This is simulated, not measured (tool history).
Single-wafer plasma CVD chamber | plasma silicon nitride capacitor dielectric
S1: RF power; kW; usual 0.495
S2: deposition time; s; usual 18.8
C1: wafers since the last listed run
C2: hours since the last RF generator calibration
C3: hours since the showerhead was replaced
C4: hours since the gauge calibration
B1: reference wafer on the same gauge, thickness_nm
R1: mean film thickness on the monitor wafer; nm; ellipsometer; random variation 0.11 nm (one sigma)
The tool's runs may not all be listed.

{"run": 1, "hour": 0.0, "S1": 0.495, "S2": 17.9, "C1": 0, "C2": 791.8, "C3": 2674.8, "C4": 944.2, "B1": 27.179, "R1": 25.384}
{"run": 2, "hour": 69.7, "S1": 0.495, "S2": 17.9, "C1": 3338, "C2": 861.5, "C3": 2744.5, "C4": 1013.9, "B1": 27.167, "R1": 25.5}
{"run": 3, "hour": 169.2, "S1": 0.495, "S2": 17.9, "C1": 4766, "C2": 961, "C3": 2844, "C4": 1113.4, "B1": 27.182, "R1": 25.328}
{"run": 4, "hour": 236.6, "S1": 0.53, "S2": 18.8, "C1": 3228, "C2": 1028.4, "C3": 2911.4, "C4": 1180.8, "B1": 27.149, "R1": 27.436}
{"run": 5, "hour": 331.2, "S1": 0.53, "S2": 18.8, "C1": 4531, "C2": 1123, "C3": 3006, "C4": 1275.4, "B1": 27.188, "R1": 27.538}
{"run": 6, "hour": 454.9, "S1": 0.47, "S2": 18.8, "C1": 5925, "C2": 1246.7, "C3": 3129.7, "C4": 1399.1, "B1": 27.173, "R1": 26.073}
{"hour": 476.9, "done": "RF generator calibrated"}
{"run": 7, "hour": 492.2, "S1": 0.47, "S2": 18.8, "C1": 1403, "C2": 15.3, "C3": 3167, "C4": 1436.4, "B1": 27.208, "R1": 26.645}
{"run": 8, "hour": 578.0, "S1": 0.495, "S2": 18.8, "C1": 4110, "C2": 101.1, "C3": 3252.8, "C4": 1522.2, "B1": 27.237, "R1": 27.245}
{"run": 9, "hour": 646.2, "S1": 0.495, "S2": 20.1, "C1": 3267, "C2": 169.3, "C3": 3321, "C4": 1590.4, "B1": 27.236, "R1": 29.197}
{"run": 10, "hour": 722.6, "S1": 0.495, "S2": 18.8, "C1": 3659, "C2": 245.7, "C3": 3397.4, "C4": 1666.8, "B1": 27.235, "R1": 26.748}
{"run": 11, "hour": 797.5, "S1": 0.455, "S2": 18.8, "C1": 3588, "C2": 320.6, "C3": 3472.3, "C4": 1741.7, "B1": 27.149, "R1": 26.036}
{"hour": 872.8, "done": "gauge calibrated"}
{"hour": 872.9, "done": "showerhead replaced"}
{"run": 12, "hour": 888.0, "S1": 0.565, "S2": 18.8, "C1": 3952, "C2": 411.1, "C3": 15.1, "C4": 15.2, "B1": 27.204, "R1": 28.381}
{"run": 13, "hour": 947.3, "S1": 0.495, "S2": 18.8, "C1": 2840, "C2": 470.4, "C3": 74.4, "C4": 74.5, "B1": 27.17, "R1": 26.863}
{"run": 14, "hour": 998.5, "S1": 0.495, "S2": 18.8, "C1": 2452, "C2": 521.6, "C3": 125.6, "C4": 125.7, "B1": 27.24, "R1": 26.991}
{"run": 15, "hour": 1056.5, "S1": 0.57, "S2": 21.2, "C1": 2778, "C2": 579.6, "C3": 183.6, "C4": 183.7, "B1": 27.186, "R1": 31.91}
{"run": 16, "hour": 1111.3, "S1": 0.495, "S2": 18.8, "C1": 2625, "C2": 634.4, "C3": 238.4, "C4": 238.5, "B1": 27.218, "R1": 26.586}
{"run": 17, "hour": 1150.0, "S1": 0.495, "S2": 18.8, "C1": 1853, "C2": 673.1, "C3": 277.1, "C4": 277.2, "B1": 27.176, "R1": 26.833}
{"run": 18, "hour": 1220.1, "S1": 0.495, "S2": 18.8, "C1": 3358, "C2": 743.2, "C3": 347.2, "C4": 347.3, "B1": 27.207, "R1": 26.677}
{"run": 19, "hour": 1320.8, "S1": 0.495, "S2": 20.4, "C1": 4823, "C2": 843.9, "C3": 447.9, "C4": 448, "B1": 27.145, "R1": 28.985}
{"run": 20, "hour": 1506.8, "S1": 0.545, "S2": 16.2, "C1": 8910, "C2": 1029.9, "C3": 633.9, "C4": 634, "B1": 27.203, "R1": 23.912}
{"run": 21, "hour": 1601.5, "S1": 0.495, "S2": 17.3, "C1": 4536, "C2": 1124.6, "C3": 728.6, "C4": 728.7, "B1": 27.211, "R1": 24.506}
{"run": 22, "hour": 1647.3, "S1": 0.44, "S2": 21.7, "C1": 2194, "C2": 1170.4, "C3": 774.4, "C4": 774.5, "B1": 27.186, "R1": 29.302}
{"hour": 1664.4, "done": "RF generator calibrated"}
{"run": 23, "hour": 1738.0, "S1": 0.42, "S2": 15.3, "C1": 3961, "C2": 73.6, "C3": 865.1, "C4": 865.2, "B1": 27.211, "R1": 20.582}
{"run": 24, "hour": 1844.3, "S1": 0.53, "S2": 18.8, "C1": 5092, "C2": 179.9, "C3": 971.4, "C4": 971.5, "B1": 27.178, "R1": 27.848}
{"run": 25, "hour": 1944.7, "S1": 0.4, "S2": 18.8, "C1": 4809, "C2": 280.3, "C3": 1071.8, "C4": 1071.9, "B1": 27.169, "R1": 24.402}
{"run": 26, "hour": 2017.3, "S1": 0.495, "S2": 18.8, "C1": 3477, "C2": 352.9, "C3": 1144.4, "C4": 1144.5, "B1": 27.238, "R1": 26.988}
{"run": 27, "hour": 2058.0, "S1": 0.495, "S2": 17.9, "C1": 1949, "C2": 393.6, "C3": 1185.1, "C4": 1185.2, "B1": 27.217, "R1": 25.753}
{"run": 28, "hour": 2119.8, "S1": 0.58, "S2": 21.5, "C1": 2960, "C2": 455.4, "C3": 1246.9, "C4": 1247, "B1": 27.202, "R1": 32.994}
{"run": 29, "hour": 2211.7, "S1": 0.585, "S2": 20.8, "C1": 4402, "C2": 547.3, "C3": 1338.8, "C4": 1338.9, "B1": 27.171, "R1": 31.694}
{"run": 30, "hour": 2273.2, "S1": 0.495, "S2": 19.9, "C1": 2946, "C2": 608.8, "C3": 1400.3, "C4": 1400.4, "B1": 27.216, "R1": 28.462}
{"run": 31, "hour": 2347.3, "S1": 0.58, "S2": 16, "C1": 3549, "C2": 682.9, "C3": 1474.4, "C4": 1474.5, "B1": 27.243, "R1": 24.25}
{"run": 32, "hour": 2390.2, "S1": 0.495, "S2": 17.1, "C1": 2055, "C2": 725.8, "C3": 1517.3, "C4": 1517.4, "B1": 27.216, "R1": 24.384}
{"run": 33, "hour": 2471.1, "S1": 0.405, "S2": 18.8, "C1": 3875, "C2": 806.7, "C3": 1598.2, "C4": 1598.3, "B1": 27.191, "R1": 24.454}
{"run": 34, "hour": 2533.5, "S1": 0.4, "S2": 18.8, "C1": 2989, "C2": 869.1, "C3": 1660.6, "C4": 1660.7, "B1": 27.207, "R1": 24.48}
{"run": 35, "hour": 2632.9, "S1": 0.425, "S2": 19.8, "C1": 4761, "C2": 968.5, "C3": 1760, "C4": 1760.1, "B1": 27.239, "R1": 26.215}
{"run": 36, "hour": 2738.4, "S1": 0.495, "S2": 18.8, "C1": 5053, "C2": 1074, "C3": 1865.5, "C4": 1865.6, "B1": 27.171, "R1": 26.769}

Run 37 comes next. What will it give?
{"run": 37, "hour": 2820.9, "S1": 0.46, "S2": 17.4, "C1": 3952, "C2": 1156.5, "C3": 1948, "C4": 1948.1, "B1": "?", "R1": "?"}

Run 37 gave B1 27.173, R1 24.03 nm.
Without the tool's hidden state the same run would have given R1 24.54 nm.
